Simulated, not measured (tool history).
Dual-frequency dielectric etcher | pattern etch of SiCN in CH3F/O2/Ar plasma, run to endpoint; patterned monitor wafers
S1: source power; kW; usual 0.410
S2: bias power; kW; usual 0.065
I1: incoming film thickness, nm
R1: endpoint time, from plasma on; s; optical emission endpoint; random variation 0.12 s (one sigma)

run	day	S1	S2	I1	R1
1	0.000	0.390	0.069	12.55	39.1
2	1.779	0.390	0.069	12.62	39.2
3	3.983	0.390	0.069	12.58	39.2
4	5.879	0.410	0.065	12.51	38.9
5	9.629	0.410	0.065	12.50	39.0
6	12.929	0.410	0.065	12.44	38.6
7	15.442	0.410	0.065	12.55	38.7
8	18.046	0.410	0.065	12.72	39.0
# day 20.621: upper electrode replaced
9	21.408	0.410	0.065	12.58	38.6
# day 22.512: wet clean of the chamber
10	23.946	0.410	0.065	12.73	39.8
11	27.162	0.410	0.053	12.51	41.4
12	30.462	0.360	0.053	12.72	44.1
# day 31.925: bias power generator calibrated
13	34.058	0.410	0.065	12.57	39.0
14	37.821	0.410	0.057	12.57	40.5
# day 38.575: source power generator calibrated
15	40.979	0.480	0.052	12.70	39.5
16	42.950	0.410	0.077	12.69	37.0
# day 44.925: wet clean of the chamber
17	44.946	0.440	0.078	12.60	36.4
18	48.083	0.410	0.065	12.58	39.2
19	50.325	0.440	0.070	12.66	37.6
20	52.758	0.330	0.065	12.52	42.2
21	54.833	0.350	0.072	12.67	40.4
22	56.762	0.410	0.070	12.50	37.9

4 ways to go on from here, each from the tool as it stands after run 22. What would each give?
A	56.779	0.410	0.065	12.49	?
B	56.779	0.380	0.072	12.49	?
C	56.779	0.370	0.072	12.49	?
D	56.779	0.500	0.080	12.49	?

run	R1
A	38.8
B	38.7
C	39.0
D	33.9
Without the tool's hidden state the same runs would have given:
run	R1
A	39.1
B	39.0
C	39.3
D	34.1
